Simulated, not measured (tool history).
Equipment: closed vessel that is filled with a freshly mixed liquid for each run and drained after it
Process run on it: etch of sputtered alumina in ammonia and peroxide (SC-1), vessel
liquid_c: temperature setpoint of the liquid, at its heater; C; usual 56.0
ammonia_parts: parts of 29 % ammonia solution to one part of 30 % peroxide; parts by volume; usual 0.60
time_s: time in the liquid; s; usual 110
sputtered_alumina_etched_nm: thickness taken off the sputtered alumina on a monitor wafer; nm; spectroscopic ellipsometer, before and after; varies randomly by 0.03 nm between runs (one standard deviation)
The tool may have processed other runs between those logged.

run	day	liquid_c	ammonia_parts	time_s	wafers since the last listed run	hours since the thermometer was replaced	hours since the ammonia flow meter was replaced	hours since the drum of ammonia solution was connected	hours since the gauge calibration	read-back film thickness of the sputtered alumina reference wafer, read on the same gauge (nm)	sputtered_alumina_etched_nm
1	0.000	56.0	0.60	110	0	1081.0	1440.1	304.2	526.9	69.52	6.41
# day 0.662: new drum of ammonia solution connected
2	1.783	56.0	0.60	110	2561	1123.8	1482.9	26.9	569.7	69.41	6.40
3	3.575	56.0	0.60	110	2634	1166.8	1525.9	69.9	612.7	69.34	6.38
4	6.033	56.0	0.60	110	3615	1225.8	1584.9	128.9	671.7	69.19	6.35
5	8.696	56.0	0.60	110	3915	1289.7	1648.8	192.8	735.6	69.02	6.36
6	10.692	56.0	0.60	110	2935	1337.6	1696.7	240.7	783.5	68.87	6.26
7	13.162	56.0	0.60	110	3633	1396.9	1756.0	300.0	842.8	68.72	6.29
# day 15.342: new drum of ammonia solution connected
8	25.058	56.0	0.60	110	17432	1682.4	2041.5	233.2	1128.3	67.73	6.20
9	27.504	56.0	0.60	110	3596	1741.1	2100.2	291.9	1187.0	67.49	6.20
# day 28.321: new drum of ammonia solution connected
# day 29.404: gauge calibrated
10	29.479	51.0	0.75	170	2843	1788.5	2147.6	27.8	1.8	69.75	7.74
# day 32.650: ammonia flow meter replaced
11	33.733	56.0	0.35	170	6194	1890.6	26.0	129.9	103.9	69.71	9.48
# day 40.050: thermometer replaced
# day 42.825: new drum of ammonia solution connected
12	46.779	56.0	0.60	110	19062	161.5	339.1	94.9	417.0	69.46	6.37
13	49.142	46.5	0.85	70	3474	218.2	395.8	151.6	473.7	69.34	2.49
14	53.425	59.0	0.70	170	6298	321.0	498.6	254.4	576.5	69.14	11.62
15	55.804	56.0	0.40	110	3498	378.1	555.7	311.5	633.6	69.02	6.06
# day 57.625: new drum of ammonia solution connected
16	67.029	56.0	0.60	55	16446	647.5	825.1	225.7	903.0	68.27	3.13

Predict each of these 5 candidate next runs independently; none follows another, all start after run 16:
A	67.058	56.0	0.85	110	42	648.2	825.8	226.4	903.7	?	?
B	67.058	50.0	0.80	90	42	648.2	825.8	226.4	903.7	?	?
C	67.058	56.0	0.50	165	42	648.2	825.8	226.4	903.7	?	?
D	67.058	56.0	0.60	170	42	648.2	825.8	226.4	903.7	?	?
E	67.058	63.5	0.45	110	42	648.2	825.8	226.4	903.7	?	?

run	read-back film thickness of the sputtered alumina reference wafer, read on the same gauge (nm)	sputtered_alumina_etched_nm
A	68.27	6.40
B	68.27	3.77
C	68.27	9.14
D	68.27	9.58
E	68.27	8.87
Take away the tool's hidden state, keep each run's random variation, and the runs would have read:
run	sputtered_alumina_etched_nm
A	6.57
B	3.87
C	9.37
D	9.82
E	9.09
